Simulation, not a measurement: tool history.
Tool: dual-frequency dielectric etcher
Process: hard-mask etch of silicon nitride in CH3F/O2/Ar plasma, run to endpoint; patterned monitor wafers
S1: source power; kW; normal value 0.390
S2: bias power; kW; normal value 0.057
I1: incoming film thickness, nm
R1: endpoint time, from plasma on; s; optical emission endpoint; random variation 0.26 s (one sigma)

run	hour	S1	S2	I1	R1
1	0.0	0.390	0.057	43.15	71.4
2	187.9	0.390	0.057	43.05	71.3
3	235.2	0.390	0.057	42.76	71.2
4	301.1	0.330	0.066	43.13	71.3
5	328.9	0.330	0.066	42.95	70.6
6	389.8	0.390	0.057	43.02	72.0
7	440.8	0.390	0.057	42.90	71.5
8	509.5	0.390	0.057	42.82	72.0
9	547.1	0.390	0.049	42.71	75.4
10	605.0	0.390	0.049	43.03	76.5
11	640.3	0.390	0.049	42.81	75.6
12	710.8	0.340	0.050	43.28	79.4
13	745.8	0.480	0.057	43.19	69.0
14	811.7	0.390	0.057	42.98	72.7
15	883.6	0.330	0.057	43.23	74.3
16	964.9	0.390	0.057	43.08	70.2
17	1031.7	0.360	0.068	43.16	67.5
18	1086.6	0.480	0.069	43.01	61.7
19	1154.6	0.360	0.057	42.93	72.2
20	1194.0	0.480	0.064	42.85	63.1
21	1392.3	0.440	0.057	42.86	67.9
22	1449.9	0.330	0.052	43.22	77.4
23	1494.3	0.390	0.057	43.17	70.6
24	1636.8	0.430	0.052	43.15	71.4
25	1670.5	0.300	0.049	43.39	81.6
26	1716.5	0.340	0.068	42.55	68.2
27	1767.6	0.390	0.057	42.87	70.9
28	1820.0	0.390	0.057	42.70	70.9
29	1890.3	0.390	0.057	43.35	72.1
30	1924.4	0.390	0.057	43.15	72.1
31	1994.4	0.480	0.070	43.24	62.6
32	2195.6	0.390	0.068	43.12	67.1
33	2264.9	0.450	0.047	42.80	73.9
34	2328.3	0.390	0.057	42.88	72.3
35	2377.8	0.310	0.066	42.57	71.8

Taken out of this log: 7 entries between the listed runs. Where each belongs, and how the hidden state differs across it:
From run 1 to run 2: wet clean of the chamber (hour 42.8)
  source power that arrives over what is set, %: -3.55 -> -3.85; bias power that arrives over what is set, %: -1.15 -> -1.82
  measured minus no-state result, R1: +1.0 -> +1.3 s
From run 9 to run 10: upper electrode replaced (hour 571.6)
  source power that arrives over what is set, %: -4.25 -> -4.3; bias power that arrives over what is set, %: -3.51 -> -3.84
  measured minus no-state result, R1: +1.9 -> +2.0 s
From run 10 to run 11: wet clean of the chamber (hour 639.8)
  source power that arrives over what is set, %: -4.3 -> -4.33; bias power that arrives over what is set, %: -3.84 -> -4.04
  measured minus no-state result, R1: +2.0 -> +2.0 s
From run 14 to run 15: bias power generator calibrated (hour 883.1)
  source power that arrives over what is set, %: -4.45 -> -4.49; bias power that arrives over what is set, %: -5.1 -> 0.527
  measured minus no-state result, R1: +2.3 -> +0.8 s
From run 15 to run 16: source power generator calibrated (hour 947.5)
  source power that arrives over what is set, %: -4.49 -> -0.391; bias power that arrives over what is set, %: 0.527 -> 0.513
  measured minus no-state result, R1: +0.8 -> -0.1 s
From run 20 to run 21: wet clean of the chamber (hour 1319.0)
  source power that arrives over what is set, %: -1.77 -> -2.66; bias power that arrives over what is set, %: 0.328 -> -0.00781
  measured minus no-state result, R1: +0.3 -> +0.5 s
From run 30 to run 31: wet clean of the chamber (hour 1976.4)
  source power that arrives over what is set, %: -4.14 -> -4.27; bias power that arrives over what is set, %: -1.71 -> -2.02
  measured minus no-state result, R1: +1.3 -> +1.2 s
